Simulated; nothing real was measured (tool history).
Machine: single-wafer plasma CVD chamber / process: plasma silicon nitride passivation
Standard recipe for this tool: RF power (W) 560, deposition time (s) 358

run    hour  RF power (W)  deposition time (s)  read-back reference wafer on the same gauge, thickness_nm  mean film thickness on the monitor wafer (nm)
  1     0.0           560                  358                                                    500.885                                        571.310
  2   209.4           560                  358                                                    506.095                                        575.914
  3   277.1           560                  358                                                    507.761                                        576.945
  4   316.8           560                  358                                                    508.080                                        575.415
      342.2  -- RF generator calibrated
  5   397.2           560                  358                                                    509.816                                        581.796
  6   438.9           560                  408                                                    509.894                                        660.881
  7   492.3           560                  408                                                    511.598                                        665.579
  8   552.1           510                  358                                                    510.881                                        566.673
  9   873.9           510                  358                                                    512.876                                        571.012
 10   912.4           620                  338                                                    513.068                                        566.695
     1066.2  -- gauge calibrated
 11  1134.5           560                  358                                                    498.367                                        564.673
 12  1226.6           630                  328                                                    502.038                                        540.865
 13  1308.9           560                  358                                                    505.949                                        578.181

Run 14 has not been measured yet. What should we expect?
 14  1384.8           640                  407                                                          ?                                              ?

read-back reference wafer on the same gauge, thickness_nm: 507.900
mean film thickness on the monitor wafer (nm): 678.638
Without the tool's hidden state the same run would have given mean film thickness on the monitor wafer (nm) 657.665.
